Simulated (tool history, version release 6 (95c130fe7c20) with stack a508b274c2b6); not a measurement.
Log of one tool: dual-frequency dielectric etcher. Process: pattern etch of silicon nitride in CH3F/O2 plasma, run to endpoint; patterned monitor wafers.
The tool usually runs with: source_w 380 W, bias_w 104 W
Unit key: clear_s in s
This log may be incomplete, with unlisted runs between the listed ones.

run   hour  source_w  bias_w  incoming incoming film thickness, nm  clear_s
  1    0.0       380     104                                 106.1    111.6
  2   29.5       380     104                                 106.4    114.3
  3  115.4       380     104                                 105.2    112.5
  4  117.9       380     104                                 106.2    113.0
  5  153.4       380     104                                 106.2    114.8
  6  182.1       330     114                                 105.8    119.0
  7  211.7       330     114                                 106.0    119.6
  8  246.0       340     104                                 104.9    119.5
  9  279.9       410     104                                 105.4    108.2
 10  297.1       410     104                                 105.1    106.3
 11  326.1       380     104                                 105.3    113.5
 12  355.4       380     104                                 105.2    111.0
 13  386.8       380     104                                 104.9    111.7
 14  417.6       380     115                                 105.5    108.7
 15  435.9       380     115                                 106.3    110.8
 16  472.6       480     129                                 105.3     92.9
 17  506.7       470     104                                 105.7    100.4
 18  513.6       310     104                                 104.2    126.8
 19  525.9       380      92                                 105.9    116.2
 20  557.4       340     104                                 105.6    119.9
 21  577.4       380     104                                 104.4    111.8
 22  599.6       460     121                                 106.3     98.7
 23  625.9       380     104                                 106.6    114.3
 24  658.1       310     126                                 105.1    119.4
 25  676.9       480     125                                 106.6     94.9
 26  732.3       480      89                                 105.0    102.8
 27  766.3       290      93                                 104.2    135.0
 28  782.3       380     104                                 105.5    113.8
 29  802.8       380      83                                 105.3    118.6
 30  821.0       320     104                                 105.0    124.5

Not shown here: 5 entries made in the log between runs. Locate each between two listed runs and compare the hidden state at the listed run before it with the hidden state at the listed run after it:
Run 2 -> run 3: wet clean of the chamber (hour 114.9)
  no hidden state differs between the two runs
Run 15 -> run 16: bias power generator calibrated (hour 446.0); wet clean of the chamber (hour 472.1)
  no hidden state differs between the two runs
Run 16 -> run 17: upper electrode replaced (hour 506.2)
  no hidden state differs between the two runs
Run 23 -> run 24: source power generator calibrated (hour 652.8)
  no hidden state differs between the two runs
